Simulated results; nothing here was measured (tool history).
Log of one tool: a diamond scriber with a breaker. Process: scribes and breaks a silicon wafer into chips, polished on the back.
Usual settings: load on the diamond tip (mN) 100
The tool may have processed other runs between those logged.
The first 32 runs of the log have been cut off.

run	day	load on the diamond tip (mN)	incoming depth of the damage left on the back of the incoming wafer, um	depth of the median crack under the scribed line (nm)	chips rejected at inspection after the break (%)
33	69.092	88	0.03	9620	3.12
34	71.054	85	0.03	9050	4.69
35	72.538	100	0.03	10280	2.31
36	74.562	100	0.02	10080	2.2
37	75.683	128	0.01	11690	2.24
38	77.271	100	0.04	9460	3.14
# day 78.279: diamond tip replaced by a new one
39	78.583	88	0.02	9910	2.78
40	80.562	127	0.01	13090	3.76

5 ways to go on from here, each from the tool as it stands after run 40. What would each give?
A	80.588	129	0.02	?	?
B	80.588	130	0.02	?	?
C	80.588	72	0.02	?	?
D	80.588	113	0.02	?	?
E	80.588	83	0.02	?	?

run	depth of the median crack under the scribed line (nm)	chips rejected at inspection after the break (%)
A	13110	3.94
B	13190	4.09
C	8430	6.46
D	11890	2.03
E	9420	3.16
With the hidden condition removed and each run's random variation left untouched, the same runs would have given:
run	depth of the median crack under the scribed line (nm)	chips rejected at inspection after the break (%)
A	13210	4.14
B	13280	4.29
C	8490	6.19
D	11980	2.12
E	9490	3

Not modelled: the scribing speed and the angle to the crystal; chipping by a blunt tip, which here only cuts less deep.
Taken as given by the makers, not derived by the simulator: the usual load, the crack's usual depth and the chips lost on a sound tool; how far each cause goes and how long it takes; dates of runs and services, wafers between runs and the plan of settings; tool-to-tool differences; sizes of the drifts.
